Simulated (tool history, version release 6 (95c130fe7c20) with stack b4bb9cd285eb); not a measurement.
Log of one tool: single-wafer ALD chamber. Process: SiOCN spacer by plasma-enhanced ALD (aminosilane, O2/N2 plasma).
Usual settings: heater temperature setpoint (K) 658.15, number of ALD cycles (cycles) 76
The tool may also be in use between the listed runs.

run,hour,heater temperature setpoint (K),number of ALD cycles (cycles),wafers since the last listed run,hours since the last thermocouple change,hours since the gauge calibration,"read-back reference wafer on the same gauge, thickness_nm",mean film thickness on the monitor wafer (nm)
1,0.0,658.15,66,0,521.1,1616.4,5.307,4.104
2,96.0,658.15,76,436,617.1,1712.4,5.312,4.765
# hour 278.5: gauge calibrated
3,335.7,658.15,76,1089,856.8,57.2,5.250,4.689
4,409.2,658.15,76,334,930.3,130.7,5.249,4.696
5,494.8,664.15,76,389,1015.9,216.3,5.249,4.685
6,563.0,658.15,88,310,1084.1,284.5,5.251,5.425
7,643.6,658.15,88,366,1164.7,365.1,5.249,5.441
8,704.3,658.15,88,275,1225.4,425.8,5.245,5.438
9,748.4,658.15,67,200,1269.5,469.9,5.254,4.128
10,1033.3,658.15,67,1295,1554.4,754.8,5.256,4.143
11,1117.2,658.15,69,381,1638.3,838.7,5.259,4.272
12,1224.5,650.15,76,487,1745.6,946.0,5.265,4.701
13,1385.6,650.15,76,732,1906.7,1107.1,5.279,4.705
14,1451.9,649.15,68,301,1973.0,1173.4,5.275,4.193
15,1549.6,649.15,68,444,2070.7,1271.1,5.274,4.205
16,1592.5,649.15,68,195,2113.6,1314.0,5.280,4.213
17,1674.6,658.15,76,373,2195.7,1396.1,5.281,4.710
18,1758.6,654.15,81,381,2279.7,1480.1,5.285,5.021
19,1816.6,654.15,81,263,2337.7,1538.1,5.284,5.051
# hour 1890.6: gauge calibrated
# hour 1898.5: thermocouple changed; heater temperature recalibrated
20,1899.0,671.15,90,338,0.5,8.4,5.249,5.533
21,1946.5,673.15,76,215,48.0,55.9,5.247,4.649
22,2033.9,653.15,76,397,135.4,143.3,5.248,4.684
23,2096.7,669.15,88,285,198.2,206.1,5.241,5.448
24,2179.3,649.15,67,375,280.8,288.7,5.252,4.129
25,2251.5,673.15,61,328,353.0,360.9,5.250,3.729
26,2354.2,658.15,76,466,455.7,463.6,5.251,4.684
27,2402.6,658.15,76,220,504.1,512.0,5.250,4.680
28,2480.8,669.15,71,355,582.3,590.2,5.249,4.381
29,2584.1,648.15,76,469,685.6,693.5,5.257,4.686
30,2714.9,658.15,85,594,816.4,824.3,5.256,5.268
31,2752.2,672.15,80,169,853.7,861.6,5.261,4.930
32,2811.8,646.15,76,270,913.3,921.2,5.263,4.708
33,2916.3,650.15,63,475,1017.8,1025.7,5.272,3.904
34,2964.8,652.15,76,220,1066.3,1074.2,5.274,4.705
35,3064.1,649.15,76,451,1165.6,1173.5,5.268,4.710

Forecast each of these 3 alternatives for the next run:
A,3064.6,658.15,76,2,1166.1,1174.0,?,?
B,3064.6,667.15,65,2,1166.1,1174.0,?,?
C,3064.6,664.15,62,2,1166.1,1174.0,?,?

run,"read-back reference wafer on the same gauge, thickness_nm",mean film thickness on the monitor wafer (nm)
A,5.274,4.680
B,5.274,4.003
C,5.274,3.818
Without the tool's hidden state the same runs would have given:
run,mean film thickness on the monitor wafer (nm)
A,4.661
B,3.986
C,3.802

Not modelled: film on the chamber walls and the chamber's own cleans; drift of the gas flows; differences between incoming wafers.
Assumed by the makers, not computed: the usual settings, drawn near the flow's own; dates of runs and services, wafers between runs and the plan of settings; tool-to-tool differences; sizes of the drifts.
